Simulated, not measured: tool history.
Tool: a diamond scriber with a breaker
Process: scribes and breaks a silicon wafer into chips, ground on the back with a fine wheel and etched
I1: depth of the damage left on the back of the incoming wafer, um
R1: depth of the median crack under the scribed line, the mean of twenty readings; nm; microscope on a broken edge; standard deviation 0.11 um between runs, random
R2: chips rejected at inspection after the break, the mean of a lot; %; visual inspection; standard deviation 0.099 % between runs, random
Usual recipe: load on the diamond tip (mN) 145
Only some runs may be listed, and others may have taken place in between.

Run 1, hour 0: usual settings but load on the diamond tip (mN) 113; I1 0.7. Result: R1 8710 nm, R2 4.38 %.
Run 2, hour 8.4: usual settings but load on the diamond tip (mN) 113; I1 0.32. Result: R1 8670 nm, R2 4.53 %.
Run 3, hour 25.8: usual settings but load on the diamond tip (mN) 113; I1 0.69. Result: R1 8680 nm, R2 4.23 %.
Run 4, hour 42.3: usual settings; I1 0.61. Result: R1 11200 nm, R2 2.41 %.
Run 5, hour 55.7: usual settings; I1 0.37. Result: R1 11440 nm, R2 2.65 %.
Run 6, hour 67: usual settings; I1 0.67. Result: R1 11200 nm, R2 2.55 %.
Run 7, hour 73.5: usual settings; I1 0.64. Result: R1 11370 nm, R2 3.04 %.
Run 8, hour 80.7: usual settings; I1 0.66. Result: R1 11570 nm, R2 2.83 %.
Run 9, hour 96.1: usual settings but load on the diamond tip (mN) 160; I1 0.65. Result: R1 12280 nm, R2 6.96 %.
Run 10, hour 103.1: usual settings; I1 0.46. Result: R1 11680 nm, R2 3.17 %.
At hour 106.1: diamond tip replaced by a new one.
Run 11, hour 109.7: usual settings; I1 0.49. Result: R1 11250 nm, R2 3.02 %.
Run 12, hour 119: usual settings; I1 0.67. Result: R1 11450 nm, R2 3.09 %.
Run 13, hour 133.2: usual settings but load on the diamond tip (mN) 166; I1 0.32. Result: R1 13200 nm, R2 9.29 %.
Run 14, hour 143.1: usual settings but load on the diamond tip (mN) 166; I1 0.44. Result: R1 13210 nm, R2 9.95 %.
Run 15, hour 157.4: usual settings but load on the diamond tip (mN) 116; I1 0.4. Result: R1 9190 nm, R2 2.23 %.
Run 16, hour 175.3: usual settings but load on the diamond tip (mN) 169; I1 0.57. Result: R1 13660 nm, R2 11.02 %.
Run 17, hour 187.2: usual settings; I1 0.59. Result: R1 11860 nm, R2 3.92 %.
At hour 190.2: load on the tip recalibrated.
Run 18, hour 194.8: usual settings but load on the diamond tip (mN) 107; I1 0.67. Result: R1 7520 nm, R2 12.03 %.
Run 19, hour 210.9: usual settings but load on the diamond tip (mN) 130; I1 0.52. Result: R1 9200 nm, R2 2.5 %.
Run 20, hour 217.9: usual settings but load on the diamond tip (mN) 178; I1 0.56. Result: R1 12540 nm, R2 5.58 %.
Run 21, hour 224.1: usual settings; I1 0.54. Result: R1 10140 nm, R2 1.24 %.
Run 22, hour 237.3: usual settings; I1 0.74. Result: R1 10230 nm, R2 1.39 %.
Run 23, hour 243.7: usual settings but load on the diamond tip (mN) 102; I1 0.4. Result: R1 7050 nm, R2 17.77 %.
Run 24, hour 258.5: usual settings but load on the diamond tip (mN) 169; I1 0.7. Result: R1 11770 nm, R2 4.06 %.
Run 25, hour 274.5: usual settings but load on the diamond tip (mN) 115; I1 0.42. Result: R1 7950 nm, R2 8.42 %.
Run 26, hour 281.5: usual settings but load on the diamond tip (mN) 109; I1 0.7. Result: R1 7550 nm, R2 11.1 %.
Run 27, hour 292.2: usual settings but load on the diamond tip (mN) 165; I1 0.74. Result: R1 11420 nm, R2 2.8 %.
At hour 307.6: diamond tip replaced by a new one.
Run 28, hour 308.2: usual settings but load on the diamond tip (mN) 119; I1 0.75. Result: R1 8540 nm, R2 5.77 %.
Run 29, hour 318.5: usual settings; I1 0.36. Result: R1 10120 nm, R2 1.16 %.
Run 30, hour 326: usual settings but load on the diamond tip (mN) 133; I1 0.79. Result: R1 9530 nm, R2 1.75 %.
Run 31, hour 334.6: usual settings but load on the diamond tip (mN) 134; I1 0.49. Result: R1 9460 nm, R2 2.01 %.

Had the tool no unlogged condition, and each run kept its random variation, what would the results have been?
Hidden state present: share of the diamond tip's cutting effectiveness lost through wear, %; deviation of the load on the tip from its setpoint, %.
run     R1     R2
  1   7910   8.85
  2   7850   9.33
  3   7830      9
  4  10060   1.21
  5  10240   1.28
  6  10000   1.21
  7  10130   1.42
  8  10290    1.3
  9  10870    2.5
 10  10330   1.37
 11   9930   1.28
 12  10080   1.29
 13  11570   3.38
 14  11550   3.56
 15   8000   7.03
 16  11840   3.92
 17  10240   1.38
 18   7480  12.36
 19   9150   2.62
 20  12470   5.35
 21  10080   1.24
 22  10170   1.39
 23   7010  18.25
 24  11700   3.84
 25   7900   8.82
 26   7500  11.55
 27  11340   2.61
 28   8470   6.14
 29  10030   1.16
 30   9440    1.9
 31   9370   2.19
